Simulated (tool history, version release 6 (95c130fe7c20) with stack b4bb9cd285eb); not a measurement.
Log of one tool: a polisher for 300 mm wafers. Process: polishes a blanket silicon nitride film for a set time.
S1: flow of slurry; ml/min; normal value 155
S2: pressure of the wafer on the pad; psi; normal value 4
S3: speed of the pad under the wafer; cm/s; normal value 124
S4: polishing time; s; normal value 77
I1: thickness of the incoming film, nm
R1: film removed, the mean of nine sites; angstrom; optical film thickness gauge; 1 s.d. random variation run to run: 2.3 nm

{"run": 1, "hour": 0.0, "S1": 155, "S2": 4, "S3": 124, "S4": 77, "I1": 511.7, "R1": 1850}
{"hour": 9.1, "done": "slurry nozzle cleaned"}
{"run": 2, "hour": 49.5, "S1": 155, "S2": 4, "S3": 124, "S4": 77, "I1": 520, "R1": 1776}
{"run": 3, "hour": 76.0, "S1": 155, "S2": 4, "S3": 124, "S4": 77, "I1": 505.4, "R1": 1774}
{"run": 4, "hour": 140.7, "S1": 155, "S2": 4, "S3": 124, "S4": 77, "I1": 506.3, "R1": 1778}
{"run": 5, "hour": 190.0, "S1": 155, "S2": 4, "S3": 124, "S4": 96, "I1": 520, "R1": 2195}
{"run": 6, "hour": 220.6, "S1": 155, "S2": 4.8, "S3": 124, "S4": 77, "I1": 506, "R1": 2087}
{"run": 7, "hour": 246.2, "S1": 155, "S2": 4.8, "S3": 124, "S4": 77, "I1": 511.8, "R1": 2054}
{"hour": 298.1, "done": "head pressure recalibrated"}
{"run": 8, "hour": 311.3, "S1": 155, "S2": 4, "S3": 124, "S4": 77, "I1": 509.1, "R1": 1720}
{"hour": 342.6, "done": "worn pad replaced by a new one"}
{"run": 9, "hour": 360.4, "S1": 155, "S2": 4, "S3": 124, "S4": 77, "I1": 508, "R1": 1608}
{"run": 10, "hour": 410.9, "S1": 155, "S2": 4, "S3": 124, "S4": 77, "I1": 510.1, "R1": 1605}
{"hour": 432.7, "done": "slurry nozzle cleaned"}
{"run": 11, "hour": 465.7, "S1": 155, "S2": 4, "S3": 124, "S4": 77, "I1": 509.7, "R1": 1579}
{"run": 12, "hour": 530.2, "S1": 155, "S2": 4, "S3": 124, "S4": 77, "I1": 520, "R1": 1595}
{"run": 13, "hour": 566.5, "S1": 155, "S2": 3.6, "S3": 108, "S4": 77, "I1": 507.3, "R1": 1308}
{"run": 14, "hour": 605.7, "S1": 180, "S2": 4, "S3": 124, "S4": 77, "I1": 507.1, "R1": 1583}
{"run": 15, "hour": 653.3, "S1": 155, "S2": 4, "S3": 124, "S4": 77, "I1": 506.4, "R1": 1570}
{"hour": 683.5, "done": "worn pad replaced by a new one, repeated, since the last time left the tool worse"}
{"run": 16, "hour": 684.0, "S1": 155, "S2": 4, "S3": 124, "S4": 77, "I1": 515.9, "R1": 1847}
{"run": 17, "hour": 716.8, "S1": 155, "S2": 3.2, "S3": 124, "S4": 70, "I1": 518.5, "R1": 1325}
{"run": 18, "hour": 780.2, "S1": 155, "S2": 4, "S3": 124, "S4": 77, "I1": 512.4, "R1": 1833}
{"hour": 797.0, "done": "slurry nozzle cleaned"}
{"run": 19, "hour": 850.7, "S1": 200, "S2": 5.4, "S3": 88, "S4": 58, "I1": 516.1, "R1": 1501}
{"run": 20, "hour": 886.9, "S1": 155, "S2": 4, "S3": 124, "S4": 77, "I1": 510.6, "R1": 1828}
{"run": 21, "hour": 956.7, "S1": 155, "S2": 4, "S3": 124, "S4": 77, "I1": 505, "R1": 1825}

What does the tool deliver on the next run?
{"run": 22, "hour": 990.9, "S1": 205, "S2": 4, "S3": 124, "S4": 94, "I1": 505.9, "R1": "?"}

R1: 2186 angstrom
Without the tool's hidden state the same run would have given R1 2268 angstrom.

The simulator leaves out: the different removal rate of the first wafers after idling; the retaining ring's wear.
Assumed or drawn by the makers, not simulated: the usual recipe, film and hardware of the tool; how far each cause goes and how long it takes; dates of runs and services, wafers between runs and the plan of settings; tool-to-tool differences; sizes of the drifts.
